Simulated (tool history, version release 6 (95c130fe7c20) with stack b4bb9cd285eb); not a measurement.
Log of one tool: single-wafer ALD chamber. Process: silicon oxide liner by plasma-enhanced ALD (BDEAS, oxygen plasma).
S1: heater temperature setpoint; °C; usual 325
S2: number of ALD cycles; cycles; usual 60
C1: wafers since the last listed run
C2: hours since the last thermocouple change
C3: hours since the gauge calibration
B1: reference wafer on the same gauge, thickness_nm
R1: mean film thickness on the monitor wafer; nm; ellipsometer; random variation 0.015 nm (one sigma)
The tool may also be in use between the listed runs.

run,hour,S1,S2,C1,C2,C3,B1,R1
1,0.0,325,54,0,1670.1,84.6,4.532,4.940
2,11.8,325,60,76,1681.9,96.4,4.529,5.502
3,23.1,325,60,73,1693.2,107.7,4.531,5.471
4,36.3,325,63,86,1706.4,120.9,4.530,5.768
5,49.2,325,60,84,1719.3,133.8,4.535,5.467
6,55.5,335,60,41,1725.6,140.1,4.528,5.393
7,68.4,335,60,84,1738.5,153.0,4.536,5.393
8,84.3,325,66,103,1754.4,168.9,4.533,6.020
9,102.1,325,66,116,1772.2,186.7,4.526,6.036
10,108.5,325,60,41,1778.6,193.1,4.533,5.504
11,119.8,325,60,73,1789.9,204.4,4.533,5.484
12,125.8,325,60,39,1795.9,210.4,4.535,5.464
13,137.4,325,60,75,1807.5,222.0,4.530,5.475
14,149.0,325,68,75,1819.1,233.6,4.527,6.198
15,162.6,325,66,88,1832.7,247.2,4.533,6.016
16,176.0,320,68,87,1846.1,260.6,4.530,6.255
# hour 182.7: gauge calibrated
17,190.1,325,54,91,1860.2,7.4,4.529,4.919
# hour 227.4: thermocouple changed; heater temperature recalibrated
18,227.9,336,68,194,0.5,45.2,4.534,6.117
19,279.5,336,53,336,52.1,96.8,4.527,4.768
20,291.1,331,57,75,63.7,108.4,4.528,5.124
21,300.2,320,64,59,72.8,117.5,4.527,5.888
22,314.2,338,60,91,86.8,131.5,4.531,5.378
23,325.0,339,54,70,97.6,142.3,4.528,4.827
24,333.3,337,51,54,105.9,150.6,4.531,4.569
25,344.3,325,60,71,116.9,161.6,4.528,5.466
26,361.0,313,60,108,133.6,178.3,4.531,5.569

The next listed run, before its measurement:
27,370.7,325,70,63,143.3,188.0,?,?

B1: 4.530
R1: 6.385 nm
Without the tool's hidden state the same run would have given R1 6.385 nm.

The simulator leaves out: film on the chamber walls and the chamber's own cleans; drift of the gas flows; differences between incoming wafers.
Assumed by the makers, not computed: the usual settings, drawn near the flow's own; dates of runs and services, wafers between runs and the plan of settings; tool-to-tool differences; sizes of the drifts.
